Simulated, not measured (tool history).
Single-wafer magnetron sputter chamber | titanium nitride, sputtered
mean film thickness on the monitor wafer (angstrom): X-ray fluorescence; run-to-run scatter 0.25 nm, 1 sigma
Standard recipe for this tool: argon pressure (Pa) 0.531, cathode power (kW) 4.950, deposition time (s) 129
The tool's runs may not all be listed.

run	day	argon pressure (Pa)	cathode power (kW)	deposition time (s)	read-back reference wafer on the same gauge, thickness_nm	mean film thickness on the monitor wafer (angstrom)
1	0.000	0.531	4.950	129	98.932	1089.11
2	1.733	0.531	4.950	129	99.024	1089.49
3	6.092	0.531	4.950	129	99.019	1088.46
# day 7.112: sputter target and shields replaced
4	8.467	0.531	4.950	114	98.955	967.10
5	11.817	0.531	4.950	114	99.081	966.56
6	16.175	0.531	4.950	114	99.079	963.58
7	20.638	0.664	5.900	129	98.982	1181.02
8	24.975	0.596	4.950	129	98.901	1049.83
# day 26.650: sputter target and shields replaced
9	28.225	0.596	4.950	129	98.992	1068.37
10	35.150	0.596	4.950	129	99.058	1065.49
11	37.808	0.531	4.950	129	99.066	1091.65
12	39.717	0.531	4.950	129	98.995	1091.15
13	41.717	0.531	4.950	129	98.929	1090.79
14	43.604	0.531	4.950	129	99.000	1084.32
# day 47.354: sputter target and shields replaced
15	47.488	0.531	4.950	129	98.886	1098.26
16	50.196	0.531	4.950	153	98.898	1300.82
# day 51.304: gauge calibrated
17	52.983	0.735	4.950	129	98.897	1000.13
# day 54.246: magnet pack replaced
18	55.638	0.531	4.950	129	98.912	1091.21
19	59.767	0.531	4.150	129	99.008	944.39
20	63.892	0.321	4.950	129	98.862	1187.05
# day 64.921: capacitance manometer re-zeroed and calibrated
21	65.975	0.650	6.050	129	98.964	1205.13
# day 67.904: sputter target and shields replaced
22	70.112	0.531	4.950	129	99.030	1100.58
23	71.617	0.431	3.800	136	98.973	985.60
24	73.429	0.531	4.950	129	99.039	1095.47
25	76.604	0.531	5.750	129	99.058	1235.34
26	79.121	0.531	4.950	129	98.969	1090.67
27	81.121	0.531	3.850	129	99.064	895.02
28	83.338	0.352	4.950	129	99.109	1179.07
29	87.471	0.739	3.950	129	98.840	828.87
# day 89.471: sputter target and shields replaced
30	91.108	0.531	4.950	129	98.908	1094.13

Consider 3 possible next runs. They are alternatives, not a sequence: every one starts from the tool as it was left by run 30. What does each give?
A	91.125	0.531	6.100	129	?	?
B	91.125	0.531	4.950	109	?	?
C	91.125	0.648	6.000	153	?	?

run	read-back reference wafer on the same gauge, thickness_nm	mean film thickness on the monitor wafer (angstrom)
A	98.986	1301.03
B	98.986	926.46
C	98.986	1445.47
With the hidden condition removed and each run's random variation left untouched, the same runs would have given:
run	mean film thickness on the monitor wafer (angstrom)
A	1301.43
B	926.75
C	1445.92

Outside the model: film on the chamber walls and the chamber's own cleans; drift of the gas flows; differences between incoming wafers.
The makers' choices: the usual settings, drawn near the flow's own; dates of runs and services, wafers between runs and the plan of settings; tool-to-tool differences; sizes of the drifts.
